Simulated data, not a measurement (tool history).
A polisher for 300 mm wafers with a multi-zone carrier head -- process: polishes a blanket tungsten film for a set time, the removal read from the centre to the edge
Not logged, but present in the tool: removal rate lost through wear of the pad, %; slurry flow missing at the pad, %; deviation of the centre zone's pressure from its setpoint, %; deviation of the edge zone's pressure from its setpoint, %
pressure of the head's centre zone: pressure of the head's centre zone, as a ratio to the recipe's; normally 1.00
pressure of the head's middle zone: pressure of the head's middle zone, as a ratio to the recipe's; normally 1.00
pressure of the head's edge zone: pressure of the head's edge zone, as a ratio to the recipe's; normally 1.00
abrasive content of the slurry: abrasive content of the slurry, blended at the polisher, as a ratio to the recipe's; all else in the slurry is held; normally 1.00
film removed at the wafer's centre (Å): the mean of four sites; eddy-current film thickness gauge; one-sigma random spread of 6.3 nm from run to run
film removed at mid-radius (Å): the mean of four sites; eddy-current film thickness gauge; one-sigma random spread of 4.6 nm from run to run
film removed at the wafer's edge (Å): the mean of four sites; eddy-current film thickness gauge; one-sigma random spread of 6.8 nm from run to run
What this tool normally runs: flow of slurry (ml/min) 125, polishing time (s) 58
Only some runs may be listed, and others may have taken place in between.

| run | hour | flow of slurry (ml/min) | pressure of the head's centre zone | pressure of the head's middle zone | pressure of the head's edge zone | abrasive content of the slurry | polishing time (s) | wafers since the last listed run | wafers polished on this pad | hours since the slurry nozzle was cleaned | hours since the centre zone pressure was calibrated | hours since the edge zone pressure was calibrated | hours since the carrier head's membrane was replaced | incoming thickness of the incoming film, nm | film removed at the wafer's centre (Å) | film removed at mid-radius (Å) | film removed at the wafer's edge (Å) |
|---|---|---|---|---|---|---|---|---|---|---|---|---|---|---|---|---|---|
| 1 | 0.0 | 125 | 1.00 | 1.00 | 1.00 | 1.00 | 58 | 0 | 196 | 58.6 | 190.0 | 22.3 | 647.3 | 1281.7 | 5125 | 5092 | 4872 |
| 2 | 80.7 | 125 | 1.00 | 1.00 | 1.00 | 1.00 | 58 | 723 | 919 | 139.3 | 270.7 | 103.0 | 728.0 | 1323.8 | 5224 | 4966 | 4948 |
| 3 | 167.3 | 125 | 1.00 | 1.00 | 1.00 | 1.00 | 58 | 776 | 1696 | 225.9 | 357.3 | 189.6 | 814.6 | 1296.4 | 5241 | 4995 | 4962 |
|  | 227.7 | worn pad replaced by a new one |
| 4 | 247.2 | 125 | 1.00 | 1.00 | 1.00 | 1.00 | 58 | 680 | 175 | 305.8 | 437.2 | 269.5 | 894.5 | 1313.4 | 5255 | 5022 | 4934 |
|  | 267.1 | carrier head's membrane replaced by a new one |
| 5 | 320.0 | 125 | 1.00 | 1.00 | 1.00 | 1.00 | 58 | 608 | 783 | 378.6 | 510.0 | 342.3 | 52.9 | 1308.9 | 5265 | 4953 | 4983 |
|  | 324.6 | edge zone pressure recalibrated |
| 6 | 475.8 | 125 | 1.00 | 1.00 | 1.00 | 1.00 | 58 | 1379 | 2162 | 534.4 | 665.8 | 151.2 | 208.7 | 1303.0 | 5396 | 4923 | 4907 |
|  | 498.8 | centre zone pressure recalibrated |
|  | 506.4 | worn pad replaced by a new one |
| 7 | 576.8 | 125 | 1.00 | 1.00 | 1.00 | 1.00 | 58 | 851 | 631 | 635.4 | 78.0 | 252.2 | 309.7 | 1318.3 | 4631 | 4942 | 5021 |
| 8 | 683.3 | 125 | 1.00 | 1.00 | 1.00 | 1.00 | 58 | 955 | 1586 | 741.9 | 184.5 | 358.7 | 416.2 | 1320.6 | 4568 | 5048 | 4983 |
|  | 686.9 | centre zone pressure recalibrated, repeated, since the last time left the tool worse |
|  | 717.7 | edge zone pressure recalibrated |
|  | 763.4 | slurry nozzle cleaned |
| 9 | 789.3 | 125 | 0.92 | 1.00 | 1.00 | 1.00 | 58 | 905 | 2492 | 25.9 | 102.4 | 71.6 | 522.2 | 1276.7 | 4840 | 4980 | 5097 |
|  | 839.5 | worn pad replaced by a new one |
| 10 | 878.9 | 125 | 0.92 | 1.00 | 1.00 | 1.00 | 58 | 767 | 353 | 115.5 | 192.0 | 161.2 | 611.8 | 1279.6 | 4955 | 5011 | 4888 |
| 11 | 942.3 | 125 | 0.88 | 1.00 | 1.12 | 1.10 | 58 | 568 | 922 | 178.9 | 255.4 | 224.6 | 675.2 | 1294.5 | 4816 | 5073 | 5355 |
|  | 952.2 | carrier head's membrane replaced by a new one |
| 12 | 1048.4 | 125 | 1.00 | 1.00 | 1.00 | 1.25 | 58 | 906 | 1828 | 285.0 | 361.5 | 330.7 | 96.2 | 1305.1 | 5471 | 5315 | 5244 |
|  | 1091.3 | worn pad replaced by a new one |
| 13 | 1094.5 | 125 | 0.93 | 0.96 | 1.00 | 1.00 | 58 | 377 | 28 | 331.1 | 407.6 | 376.8 | 142.3 | 1285.9 | 5068 | 4788 | 4935 |
|  | 1111.4 | edge zone pressure recalibrated |
| 14 | 1156.8 | 125 | 1.00 | 1.00 | 1.00 | 1.00 | 58 | 540 | 569 | 393.4 | 469.9 | 45.4 | 204.6 | 1296.4 | 5147 | 5084 | 4920 |
| 15 | 1209.1 | 125 | 1.00 | 1.00 | 1.00 | 1.00 | 58 | 469 | 1038 | 445.7 | 522.2 | 97.7 | 256.9 | 1311.9 | 5440 | 4961 | 5008 |
| 16 | 1256.1 | 125 | 1.00 | 1.00 | 1.00 | 1.00 | 58 | 421 | 1459 | 492.7 | 569.2 | 144.7 | 303.9 | 1295.9 | 5353 | 4993 | 4948 |
|  | 1318.9 | centre zone pressure recalibrated |
| 17 | 1326.7 | 125 | 1.00 | 1.00 | 1.00 | 0.75 | 58 | 615 | 2074 | 563.3 | 7.8 | 215.3 | 374.5 | 1313.3 | 4837 | 4853 | 4692 |
| 18 | 1367.0 | 125 | 1.00 | 1.00 | 1.00 | 1.00 | 58 | 361 | 2436 | 603.6 | 48.1 | 255.6 | 414.8 | 1303.4 | 5115 | 4974 | 4966 |

Run 19, settings as shown, results not yet in. Your forecast:
| 19 | 1413.1 | 125 | 0.95 | 1.00 | 1.00 | 1.00 | 58 | 413 | 2849 | 649.7 | 94.2 | 301.7 | 460.9 | 1273.2 | ? | ? | ? |

film removed at the wafer's centre (Å): 4882
film removed at mid-radius (Å): 5020
film removed at the wafer's edge (Å): 4848
On a tool with no hidden condition, and with the same random variation, this run would have come out at film removed at the wafer's centre (Å) 4821, film removed at mid-radius (Å) 5020, film removed at the wafer's edge (Å) 4848.

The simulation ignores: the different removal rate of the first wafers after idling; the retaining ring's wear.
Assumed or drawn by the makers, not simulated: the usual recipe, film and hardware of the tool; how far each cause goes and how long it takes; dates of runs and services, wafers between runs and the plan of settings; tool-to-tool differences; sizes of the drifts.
